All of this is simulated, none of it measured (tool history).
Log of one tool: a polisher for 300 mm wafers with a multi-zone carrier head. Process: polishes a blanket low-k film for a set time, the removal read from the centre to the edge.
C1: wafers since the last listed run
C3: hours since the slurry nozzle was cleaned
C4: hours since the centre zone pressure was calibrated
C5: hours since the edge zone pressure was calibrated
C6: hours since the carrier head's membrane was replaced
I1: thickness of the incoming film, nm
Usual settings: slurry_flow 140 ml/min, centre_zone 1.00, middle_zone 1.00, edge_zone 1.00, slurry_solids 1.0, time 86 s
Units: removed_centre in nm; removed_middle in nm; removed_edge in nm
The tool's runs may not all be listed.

Run 1, hour 0.0: usual settings but edge_zone 1.07; C1 0; wafers polished on this pad 578; C3 357.7; C4 257.0; C5 1145.6; C6 1481.3; I1 349.4. Result: removed_centre 30.4 nm, removed_middle 30.3 nm, removed_edge 31.2 nm.
Run 2, hour 10.6: usual settings but edge_zone 1.07; C1 65; wafers polished on this pad 643; C3 368.3; C4 267.6; C5 1156.2; C6 1491.9; I1 354.3. Result: removed_centre 29.9 nm, removed_middle 30.4 nm, removed_edge 31.4 nm.
Run 3, hour 21.3: usual settings but middle_zone 0.96; C1 66; wafers polished on this pad 709; C3 379.0; C4 278.3; C5 1166.9; C6 1502.6; I1 348.5. Result: removed_centre 30.6 nm, removed_middle 29.6 nm, removed_edge 30.7 nm.
At hour 28.6: worn pad replaced by a new one.
Run 4, hour 35.6: usual settings but middle_zone 0.96; C1 63; wafers polished on this pad 43; C3 393.3; C4 292.6; C5 1181.2; C6 1516.9; I1 355.6. Result: removed_centre 30.2 nm, removed_middle 29.0 nm, removed_edge 30.1 nm.
At hour 44.4: edge zone pressure recalibrated.
Run 5, hour 53.1: usual settings; C1 95; wafers polished on this pad 138; C3 410.8; C4 310.1; C5 8.7; C6 1534.4; I1 351.7. Result: removed_centre 29.9 nm, removed_middle 30.4 nm, removed_edge 30.4 nm.
At hour 59.5: centre zone pressure recalibrated.
Run 6, hour 64.3: usual settings; C1 56; wafers polished on this pad 195; C3 422.0; C4 4.8; C5 19.9; C6 1545.6; I1 354.9. Result: removed_centre 29.9 nm, removed_middle 30.0 nm, removed_edge 30.3 nm.
Run 7, hour 78.1: usual settings; C1 85; wafers polished on this pad 280; C3 435.8; C4 18.6; C5 33.7; C6 1559.4; I1 345.6. Result: removed_centre 30.6 nm, removed_middle 30.4 nm, removed_edge 30.3 nm.
Run 8, hour 87.0: usual settings; C1 54; wafers polished on this pad 335; C3 444.7; C4 27.5; C5 42.6; C6 1568.3; I1 348.6. Result: removed_centre 30.4 nm, removed_middle 30.3 nm, removed_edge 30.4 nm.
Run 9, hour 94.8: usual settings; C1 48; wafers polished on this pad 383; C3 452.5; C4 35.3; C5 50.4; C6 1576.1; I1 349.6. Result: removed_centre 30.0 nm, removed_middle 30.1 nm, removed_edge 30.1 nm.
Run 10, hour 104.6: usual settings; C1 60; wafers polished on this pad 444; C3 462.3; C4 45.1; C5 60.2; C6 1585.9; I1 346.3. Result: removed_centre 30.0 nm, removed_middle 30.0 nm, removed_edge 30.4 nm.
Run 11, hour 112.2: usual settings but slurry_flow 95 ml/min, edge_zone 1.08, time 77 s; C1 46; wafers polished on this pad 491; C3 469.9; C4 52.7; C5 67.8; C6 1593.5; I1 354.2. Result: removed_centre 23.6 nm, removed_middle 23.8 nm, removed_edge 26.3 nm.
Run 12, hour 118.6: usual settings but centre_zone 0.92; C1 39; wafers polished on this pad 530; C3 476.3; C4 59.1; C5 74.2; C6 1599.9; I1 348.4. Result: removed_centre 27.8 nm, removed_middle 30.2 nm, removed_edge 30.2 nm.
Run 13, hour 131.2: usual settings but centre_zone 0.92, middle_zone 1.11, edge_zone 0.90, time 97 s; C1 77; wafers polished on this pad 608; C3 488.9; C4 71.7; C5 86.8; C6 1612.5; I1 351.9. Result: removed_centre 31.2 nm, removed_middle 37.0 nm, removed_edge 32.3 nm.
Run 14, hour 141.3: usual settings but middle_zone 1.10, slurry_solids 0.8, time 94 s; C1 62; wafers polished on this pad 670; C3 499.0; C4 81.8; C5 96.9; C6 1622.6; I1 348.1. Result: removed_centre 28.8 nm, removed_middle 30.8 nm, removed_edge 29.0 nm.
At hour 148.3: worn pad replaced by a new one, of another model than before.
At hour 157.6: carrier head's membrane replaced by a new one.
Run 15, hour 158.1: usual settings but centre_zone 0.93, edge_zone 0.97; C1 48; wafers polished on this pad 29; C3 515.8; C4 98.6; C5 113.7; C6 0.5; I1 351.1. Result: removed_centre 28.9 nm, removed_middle 30.6 nm, removed_edge 30.3 nm.
At hour 164.9: slurry nozzle cleaned.
Run 16, hour 170.4: usual settings but slurry_flow 100 ml/min, edge_zone 1.11, slurry_solids 0.9, time 114 s; C1 69; wafers polished on this pad 99; C3 5.5; C4 110.9; C5 126.0; C6 12.8; I1 350.2. Result: removed_centre 38.0 nm, removed_middle 37.4 nm, removed_edge 39.4 nm.
Run 17, hour 178.8: usual settings but slurry_flow 165 ml/min, middle_zone 1.06, slurry_solids 0.8; C1 51; wafers polished on this pad 151; C3 13.9; C4 119.3; C5 134.4; C6 21.2; I1 350.0. Result: removed_centre 29.7 nm, removed_middle 30.1 nm, removed_edge 28.2 nm.
Run 18, hour 194.8: usual settings; C1 98; wafers polished on this pad 250; C3 29.9; C4 135.3; C5 150.4; C6 37.2; I1 356.2. Result: removed_centre 32.4 nm, removed_middle 32.4 nm, removed_edge 31.6 nm.

Run 19 comes next. What will it give?
Run 19, hour 210.5: usual settings but slurry_flow 115 ml/min, centre_zone 1.12; C1 96; wafers polished on this pad 346; C3 45.6; C4 151.0; C5 166.1; C6 52.9; I1 350.9. Result: removed_centre ?, removed_middle ?, removed_edge ?.

removed_centre: 34.5 nm
removed_middle: 31.3 nm
removed_edge: 30.4 nm
Without the tool's hidden state the same run would have given removed_centre 35.3 nm, removed_middle 31.9 nm, removed_edge 30.8 nm.
